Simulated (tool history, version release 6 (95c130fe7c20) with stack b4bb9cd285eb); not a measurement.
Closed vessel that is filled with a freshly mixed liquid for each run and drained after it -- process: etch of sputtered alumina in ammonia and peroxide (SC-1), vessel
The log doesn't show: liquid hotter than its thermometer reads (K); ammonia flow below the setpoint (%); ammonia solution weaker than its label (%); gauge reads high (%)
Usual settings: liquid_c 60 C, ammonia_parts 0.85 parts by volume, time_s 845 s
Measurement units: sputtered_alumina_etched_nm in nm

run   hour  liquid_c  ammonia_parts  time_s  wafers since the last listed run  hours since the thermometer was replaced  hours since the ammonia flow meter was replaced  hours since the drum of ammonia solution was connected  hours since the gauge calibration  read-back film thickness of the sputtered alumina reference wafer, read on the same gauge (nm)  sputtered_alumina_etched_nm
  1      0        60           0.85     845                                 0                                    1927.1                                            403.2                                                   544.7                              598.4                                                                                          107.77                        56.83
  2   16.8        60           0.85     845                               941                                    1943.9                                              420                                                   561.5                              615.2                                                                                          107.79                        56.08
  3   38.8        60           0.85     535                              1233                                    1965.9                                              442                                                   583.5                              637.2                                                                                          107.74                        35.62
  4   60.5        60           0.85     535                              1216                                    1987.6                                            463.7                                                   605.2                              658.9                                                                                          107.68                        35.82
  5   75.5        60           0.85     535                               840                                    2002.6                                            478.7                                                   620.2                              673.9                                                                                          107.72                        35.59
  6   94.8        60           0.85     845                              1081                                    2021.9                                              498                                                   639.5                              693.2                                                                                          107.68                        56.21
  7  121.2        60           0.85     845                              1479                                    2048.3                                            524.4                                                   665.9                              719.6                                                                                          107.67                        56.43
  8    138        60           0.85     845                               941                                    2065.1                                            541.2                                                   682.7                              736.4                                                                                          107.63                        56.47
  9  165.4        60           0.85     845                              1535                                    2092.5                                            568.6                                                   710.1                              763.8                                                                                           107.6                        56.72
 10  189.2        60           0.85     845                              1334                                    2116.3                                            592.4                                                   733.9                              787.6                                                                                          107.57                        56.31
 11  202.4        60           0.85     845                               739                                    2129.5                                            605.6                                                   747.1                              800.8                                                                                          107.55                        56.41
 12  217.5        60           0.85     845                               846                                    2144.6                                            620.7                                                   762.2                              815.9                                                                                          107.54                        56.26
 13  291.6      50.5           0.85    1130                              4153                                    2218.7                                            694.8                                                   836.3                                890                                                                                          107.48                        45.46
 14  308.1      56.5           0.65     595                               924                                    2235.2                                            711.3                                                   852.8                              906.5                                                                                          107.45                        32.35
 15  323.4        60           0.85     845                               857                                    2250.5                                            726.6                                                   868.1                              921.8                                                                                          107.45                        56.22
 16  354.3        60           0.85     845                              1732                                    2281.4                                            757.5                                                     899                              952.7                                                                                          107.46                        56.37
 17    367      53.5           0.65     845                               711                                    2294.1                                            770.2                                                   911.7                              965.4                                                                                          107.42                        39.23
 18  399.4        60           0.85     845                              1816                                    2326.5                                            802.6                                                   944.1                              997.8                                                                                          107.39                        56.22
 19  454.4      54.5            1.2     995                              3083                                    2381.5                                            857.6                                                   999.1                             1052.8                                                                                          107.39                        51.24
 20  473.8        60           1.05     845                              1087                                    2400.9                                              877                                                  1018.5                             1072.2                                                                                          107.38                        57.32
 21  488.1      52.5           0.85     845                               801                                    2415.2                                            891.3                                                  1032.8                             1086.5                                                                                          107.36                        37.95
     557.5  -- new drum of ammonia solution connected
 22  559.8        57           0.85     700                              3963                                    2486.9                                              963                                                     2.3                             1158.2                                                                                          107.33                        39.91
 23  579.7        60           0.85     845                              1115                                    2506.8                                            982.9                                                    22.2                             1178.1                                                                                          107.32                        56.49
       592  -- ammonia flow meter replaced
     598.6  -- thermometer replaced
     630.7  -- gauge calibrated
 24  644.8        60           0.85     845                              3537                                      46.2                                             52.8                                                    87.3                               14.1                                                                                          110.23                        57.57
 25  666.2        60           0.85    1000                              1199                                      67.6                                             74.2                                                   108.7                               35.5                                                                                           110.1                         68.2
 26  688.8        51            0.6     420                              1266                                      90.2                                             96.8                                                   131.3                               58.1                                                                                           109.9                        17.26
 27  700.9        51            0.5     845                               678                                     102.3                                            108.9                                                   143.4                               70.2                                                                                          109.84                        33.97
 28  730.2      66.5           1.05     660                              1642                                     131.6                                            138.2                                                   172.7                               99.5                                                                                          109.63                        63.75
 29  834.1        60           0.85    1055                              5824                                     235.5                                            242.1                                                   276.6                              203.4                                                                                          109.05                        71.42

Below are 3 alternative next runs, each starting from the tool's condition after run 29. Predict each:
  A   835        60           0.85     845                                50                                     236.4                                              243                                                   277.5                              204.3                                                                                               ?                            ?
  B   835        64            1.1     845                                50                                     236.4                                              243                                                   277.5                              204.3                                                                                               ?                            ?
  C   835        63           0.85     845                                50                                     236.4                                              243                                                   277.5                              204.3                                                                                               ?                            ?

run  read-back film thickness of the sputtered alumina reference wafer, read on the same gauge (nm)  sputtered_alumina_etched_nm
  A                                                                                          109.05                        57.21
  B                                                                                          109.05                        71.78
  C                                                                                          109.05                        66.63
What these runs would have given with no unlogged condition in the tool:
run  sputtered_alumina_etched_nm
  A                         57.7
  B                        72.38
  C                        67.19
